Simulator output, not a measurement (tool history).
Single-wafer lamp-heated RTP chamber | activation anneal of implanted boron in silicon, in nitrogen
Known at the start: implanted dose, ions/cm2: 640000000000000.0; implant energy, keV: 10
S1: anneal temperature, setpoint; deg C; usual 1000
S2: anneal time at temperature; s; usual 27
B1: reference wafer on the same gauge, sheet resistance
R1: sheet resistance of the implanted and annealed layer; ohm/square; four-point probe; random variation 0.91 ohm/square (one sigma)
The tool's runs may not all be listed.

Run 1, day 0.000: usual settings; B1 165.23. Result: R1 192.02 ohm/square.
Run 2, day 1.512: usual settings; B1 164.90. Result: R1 191.83 ohm/square.
Run 3, day 4.196: usual settings; B1 164.93. Result: R1 192.44 ohm/square.
Run 4, day 6.758: usual settings but S1 989 deg C; B1 165.05. Result: R1 195.12 ohm/square.
Run 5, day 8.221: usual settings but S1 981 deg C, S2 32 s; B1 165.09. Result: R1 197.86 ohm/square.
Run 6, day 10.238: usual settings; B1 165.02. Result: R1 191.13 ohm/square.
Run 7, day 12.138: usual settings; B1 164.87. Result: R1 191.16 ohm/square.
Run 8, day 13.533: usual settings but S2 32 s; B1 165.14. Result: R1 190.90 ohm/square.
Run 9, day 14.554: usual settings but S2 33 s; B1 164.85. Result: R1 191.90 ohm/square.
Run 10, day 15.662: usual settings; B1 164.94. Result: R1 191.64 ohm/square.
At day 16.617: gauge calibrated.
At day 22.525: reflector plate cleaned.
Run 11, day 23.421: usual settings but S1 1009 deg C; B1 164.95. Result: R1 189.67 ohm/square.
Run 12, day 25.604: usual settings but S1 1030 deg C; B1 164.78. Result: R1 188.87 ohm/square.
At day 27.121: pyrometer window cleaned and pyrometer calibrated.
Run 13, day 27.846: usual settings but S2 37 s; B1 164.99. Result: R1 192.68 ohm/square.
Run 14, day 30.546: usual settings but S1 1027 deg C, S2 38 s; B1 165.12. Result: R1 186.38 ohm/square.
Run 15, day 32.779: usual settings but S1 1019 deg C, S2 14 s; B1 164.97. Result: R1 191.39 ohm/square.
Run 16, day 35.017: usual settings; B1 165.09. Result: R1 190.19 ohm/square.
Run 17, day 36.971: usual settings but S2 39 s; B1 165.04. Result: R1 191.09 ohm/square.
Run 18, day 39.271: usual settings; B1 165.19. Result: R1 191.26 ohm/square.
Run 19, day 40.450: usual settings; B1 165.04. Result: R1 192.33 ohm/square.
Run 20, day 42.708: usual settings but S1 1010 deg C, S2 13 s; B1 164.85. Result: R1 191.87 ohm/square.
Run 21, day 44.104: usual settings but S1 972 deg C, S2 14 s; B1 165.02. Result: R1 209.42 ohm/square.

Forecast each of these 4 alternatives for the next run:
Run A, day 44.121: usual settings; B1 ?. Result: R1 ?.
Run B, day 44.121: usual settings but S1 974 deg C; B1 ?. Result: R1 ?.
Run C, day 44.121: usual settings but S1 1019 deg C, S2 21 s; B1 ?. Result: R1 ?.
Run D, day 44.121: usual settings but S1 1015 deg C, S2 38 s; B1 ?. Result: R1 ?.

run      B1      R1
  A  164.95  191.29
  B  164.95  203.18
  C  164.95  189.05
  D  164.95  187.87
Without the tool's hidden state the same runs would have given:
run      R1
  A  191.29
  B  203.18
  C  189.05
  D  187.87
